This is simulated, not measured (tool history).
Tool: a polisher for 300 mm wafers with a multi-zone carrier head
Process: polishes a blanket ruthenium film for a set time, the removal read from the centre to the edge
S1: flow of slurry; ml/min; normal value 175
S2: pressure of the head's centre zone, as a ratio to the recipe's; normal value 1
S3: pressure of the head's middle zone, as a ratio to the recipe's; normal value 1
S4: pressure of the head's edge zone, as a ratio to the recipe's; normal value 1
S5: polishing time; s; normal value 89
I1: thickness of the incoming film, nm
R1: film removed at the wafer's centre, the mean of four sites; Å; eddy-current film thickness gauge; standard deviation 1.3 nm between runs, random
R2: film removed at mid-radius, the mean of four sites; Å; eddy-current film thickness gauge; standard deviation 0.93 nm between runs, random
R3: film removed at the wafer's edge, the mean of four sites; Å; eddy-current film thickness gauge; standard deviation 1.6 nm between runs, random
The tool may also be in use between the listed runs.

{"run": 1, "hour": 0.0, "S1": 200, "S2": 1, "S3": 1, "S4": 1, "S5": 89, "I1": 424.5, "R1": 1028, "R2": 1041, "R3": 1044}
{"run": 2, "hour": 10.3, "S1": 200, "S2": 1, "S3": 1, "S4": 1, "S5": 89, "I1": 427, "R1": 1024, "R2": 1052, "R3": 1057}
{"hour": 15.3, "done": "worn pad replaced by a new one"}
{"run": 3, "hour": 18.8, "S1": 200, "S2": 1, "S3": 1, "S4": 1, "S5": 89, "I1": 425.3, "R1": 1019, "R2": 1045, "R3": 1060}
{"run": 4, "hour": 63.8, "S1": 175, "S2": 0.91, "S3": 1, "S4": 1, "S5": 80, "I1": 434.9, "R1": 823, "R2": 927, "R3": 949}
{"run": 5, "hour": 71.8, "S1": 175, "S2": 0.91, "S3": 1, "S4": 1, "S5": 80, "I1": 437.7, "R1": 815, "R2": 923, "R3": 932}
{"run": 6, "hour": 82.5, "S1": 175, "S2": 0.91, "S3": 1, "S4": 1, "S5": 80, "I1": 424.5, "R1": 825, "R2": 914, "R3": 930}
{"run": 7, "hour": 98.2, "S1": 175, "S2": 1, "S3": 1, "S4": 1, "S5": 89, "I1": 426.5, "R1": 983, "R2": 1014, "R3": 1029}
{"run": 8, "hour": 104.9, "S1": 175, "S2": 1, "S3": 1, "S4": 1, "S5": 89, "I1": 431.1, "R1": 979, "R2": 1001, "R3": 1029}
{"hour": 112.8, "done": "worn pad replaced by a new one"}
{"run": 9, "hour": 117.2, "S1": 175, "S2": 1.03, "S3": 1.03, "S4": 1, "S5": 89, "I1": 430.4, "R1": 1027, "R2": 1049, "R3": 1056}
{"hour": 127.1, "done": "edge zone pressure recalibrated"}
{"run": 10, "hour": 127.6, "S1": 175, "S2": 1, "S3": 1, "S4": 1, "S5": 89, "I1": 430.4, "R1": 980, "R2": 1022, "R3": 1021}
{"run": 11, "hour": 133.2, "S1": 175, "S2": 1, "S3": 0.93, "S4": 0.89, "S5": 89, "I1": 431.4, "R1": 976, "R2": 960, "R3": 993}
{"hour": 145.7, "done": "centre zone pressure recalibrated"}
{"hour": 150.9, "done": "slurry nozzle cleaned"}
{"run": 12, "hour": 152.5, "S1": 175, "S2": 0.97, "S3": 0.92, "S4": 0.91, "S5": 89, "I1": 433.9, "R1": 888, "R2": 886, "R3": 931}
{"run": 13, "hour": 167.5, "S1": 175, "S2": 1, "S3": 1, "S4": 0.9, "S5": 60, "I1": 425.3, "R1": 608, "R2": 630, "R3": 612}
{"run": 14, "hour": 185.4, "S1": 175, "S2": 1, "S3": 1, "S4": 1, "S5": 89, "I1": 434.3, "R1": 879, "R2": 916, "R3": 969}
{"run": 15, "hour": 194.7, "S1": 175, "S2": 1.07, "S3": 1, "S4": 1.12, "S5": 97, "I1": 428.4, "R1": 1006, "R2": 984, "R3": 1110}
{"hour": 198.4, "done": "slurry nozzle cleaned, repeated, since the last time left the tool worse"}
{"hour": 213.1, "done": "carrier head's membrane replaced by a new one"}
{"hour": 214.5, "done": "worn pad replaced by a new one"}
{"run": 16, "hour": 215.0, "S1": 175, "S2": 1, "S3": 1, "S4": 1, "S5": 89, "I1": 430.6, "R1": 1015, "R2": 1058, "R3": 1063}
{"run": 17, "hour": 219.0, "S1": 175, "S2": 1.07, "S3": 1, "S4": 1.05, "S5": 89, "I1": 431.7, "R1": 1106, "R2": 1038, "R3": 1117}
{"run": 18, "hour": 229.4, "S1": 115, "S2": 1, "S3": 1, "S4": 0.93, "S5": 89, "I1": 438, "R1": 917, "R2": 938, "R3": 938}
{"run": 19, "hour": 238.1, "S1": 175, "S2": 0.93, "S3": 0.95, "S4": 1.07, "S5": 115, "I1": 433, "R1": 1223, "R2": 1284, "R3": 1390}
{"run": 20, "hour": 254.4, "S1": 210, "S2": 0.95, "S3": 1.1, "S4": 1, "S5": 102, "I1": 435, "R1": 1146, "R2": 1311, "R3": 1209}
{"run": 21, "hour": 268.8, "S1": 175, "S2": 0.91, "S3": 1, "S4": 1, "S5": 80, "I1": 427.5, "R1": 831, "R2": 932, "R3": 961}

Below are 3 alternative next runs, each starting from the tool's condition after run 21. Predict each:
{"run": "A", "hour": 269.2, "S1": 175, "S2": 1, "S3": 1.04, "S4": 1, "S5": 89, "I1": 432.5, "R1": "?", "R2": "?", "R3": "?"}
{"run": "B", "hour": 269.2, "S1": 125, "S2": 1, "S3": 1, "S4": 1, "S5": 89, "I1": 432.5, "R1": "?", "R2": "?", "R3": "?"}
{"run": "C", "hour": 269.2, "S1": 175, "S2": 1, "S3": 1, "S4": 1.1, "S5": 107, "I1": 432.5, "R1": "?", "R2": "?", "R3": "?"}

run=A R1=1021 R2=1074 R3=1051
run=B R1=936 R2=962 R3=997
run=C R1=1227 R2=1248 R3=1325
The same runs, with their run-to-run variation unchanged, on a tool lacking any hidden condition would have given:
run=A R1=1059 R2=1109 R3=1076
run=B R1=985 R2=1007 R3=1029
run=C R1=1273 R2=1290 R3=1357
